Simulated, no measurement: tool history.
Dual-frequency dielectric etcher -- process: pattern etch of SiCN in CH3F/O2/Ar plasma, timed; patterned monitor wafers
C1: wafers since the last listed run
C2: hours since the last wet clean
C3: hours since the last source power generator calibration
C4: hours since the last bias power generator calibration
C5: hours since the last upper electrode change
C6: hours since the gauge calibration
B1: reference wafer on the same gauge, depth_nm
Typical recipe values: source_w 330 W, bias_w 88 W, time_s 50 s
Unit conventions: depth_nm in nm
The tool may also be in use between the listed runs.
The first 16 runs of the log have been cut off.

{"run": 17, "day": 56.842, "source_w": 330, "bias_w": 88, "time_s": 50, "C1": 455, "C2": 341, "C3": 945.1, "C4": 1228.4, "C5": 3070.4, "C6": 2469.4, "B1": 19.12, "depth_nm": 20.58}
{"run": 18, "day": 60.571, "source_w": 330, "bias_w": 88, "time_s": 50, "C1": 653, "C2": 430.5, "C3": 1034.6, "C4": 1317.9, "C5": 3159.9, "C6": 2558.9, "B1": 19.13, "depth_nm": 20.16}
{"run": 19, "day": 62.275, "source_w": 410, "bias_w": 96, "time_s": 44.5, "C1": 298, "C2": 471.4, "C3": 1075.5, "C4": 1358.8, "C5": 3200.8, "C6": 2599.8, "B1": 19.14, "depth_nm": 20.24}
{"day": 65.062, "done": "upper electrode replaced"}
{"run": 20, "day": 65.083, "source_w": 330, "bias_w": 99, "time_s": 44.5, "C1": 317, "C2": 538.8, "C3": 1142.9, "C4": 1426.2, "C5": 0.5, "C6": 2667.2, "B1": 19.13, "depth_nm": 18.87}
{"day": 65.229, "done": "gauge calibrated"}
{"run": 21, "day": 66.35, "source_w": 330, "bias_w": 98, "time_s": 43.5, "C1": 222, "C2": 569.2, "C3": 1173.3, "C4": 1456.6, "C5": 30.9, "C6": 26.9, "B1": 18.12, "depth_nm": 17.37}
{"day": 67.758, "done": "wet clean of the chamber"}
{"run": 22, "day": 69.021, "source_w": 330, "bias_w": 88, "time_s": 59, "C1": 292, "C2": 30.3, "C3": 1237.4, "C4": 1520.7, "C5": 95, "C6": 91, "B1": 18.19, "depth_nm": 22.64}
{"run": 23, "day": 72.317, "source_w": 360, "bias_w": 80, "time_s": 55, "C1": 577, "C2": 109.4, "C3": 1316.5, "C4": 1599.8, "C5": 174.1, "C6": 170.1, "B1": 18.26, "depth_nm": 21.46}
{"run": 24, "day": 74.371, "source_w": 330, "bias_w": 88, "time_s": 50, "C1": 360, "C2": 158.7, "C3": 1365.8, "C4": 1649.1, "C5": 223.4, "C6": 219.4, "B1": 18.31, "depth_nm": 19.55}
{"day": 75.179, "done": "bias power generator calibrated"}
{"run": 25, "day": 78.329, "source_w": 330, "bias_w": 88, "time_s": 50, "C1": 664, "C2": 253.7, "C3": 1460.8, "C4": 75.6, "C5": 318.4, "C6": 314.4, "B1": 18.41, "depth_nm": 19.62}
{"run": 26, "day": 81.483, "source_w": 330, "bias_w": 73, "time_s": 59, "C1": 553, "C2": 329.4, "C3": 1536.5, "C4": 151.3, "C5": 394.1, "C6": 390.1, "B1": 18.47, "depth_nm": 21.99}
{"run": 27, "day": 85.2, "source_w": 410, "bias_w": 67, "time_s": 36, "C1": 651, "C2": 418.6, "C3": 1625.7, "C4": 240.5, "C5": 483.3, "C6": 479.3, "B1": 18.53, "depth_nm": 14.61}
{"run": 28, "day": 87.338, "source_w": 330, "bias_w": 88, "time_s": 50, "C1": 374, "C2": 469.9, "C3": 1677, "C4": 291.8, "C5": 534.6, "C6": 530.6, "B1": 18.53, "depth_nm": 19.91}
{"run": 29, "day": 89.483, "source_w": 330, "bias_w": 72, "time_s": 63.5, "C1": 376, "C2": 521.4, "C3": 1728.5, "C4": 343.3, "C5": 586.1, "C6": 582.1, "B1": 18.6, "depth_nm": 23.7}
{"day": 92.179, "done": "wet clean of the chamber"}
{"run": 30, "day": 92.2, "source_w": 390, "bias_w": 107, "time_s": 41.5, "C1": 300, "C2": 0.5, "C3": 1793.7, "C4": 408.5, "C5": 651.3, "C6": 647.3, "B1": 18.63, "depth_nm": 18.54}

Each row is a separate what-if for the run after 30, all from the same tool condition, not one after another. Results?
{"run": "A", "day": 92.217, "source_w": 410, "bias_w": 88, "time_s": 50, "C1": 2, "C2": 0.9, "C3": 1794.1, "C4": 408.9, "C5": 651.7, "C6": 647.7, "B1": "?", "depth_nm": "?"}
{"run": "B", "day": 92.217, "source_w": 330, "bias_w": 82, "time_s": 39.5, "C1": 2, "C2": 0.9, "C3": 1794.1, "C4": 408.9, "C5": 651.7, "C6": 647.7, "B1": "?", "depth_nm": "?"}
{"run": "C", "day": 92.217, "source_w": 350, "bias_w": 68, "time_s": 35, "C1": 2, "C2": 0.9, "C3": 1794.1, "C4": 408.9, "C5": 651.7, "C6": 647.7, "B1": "?", "depth_nm": "?"}

run=A B1=18.61 depth_nm=21.7
run=B B1=18.61 depth_nm=15.43
run=C B1=18.61 depth_nm=13.36
Take away the tool's hidden state, keep each run's random variation, and the runs would have read:
run=A depth_nm=21.21
run=B depth_nm=15.08
run=C depth_nm=13.05

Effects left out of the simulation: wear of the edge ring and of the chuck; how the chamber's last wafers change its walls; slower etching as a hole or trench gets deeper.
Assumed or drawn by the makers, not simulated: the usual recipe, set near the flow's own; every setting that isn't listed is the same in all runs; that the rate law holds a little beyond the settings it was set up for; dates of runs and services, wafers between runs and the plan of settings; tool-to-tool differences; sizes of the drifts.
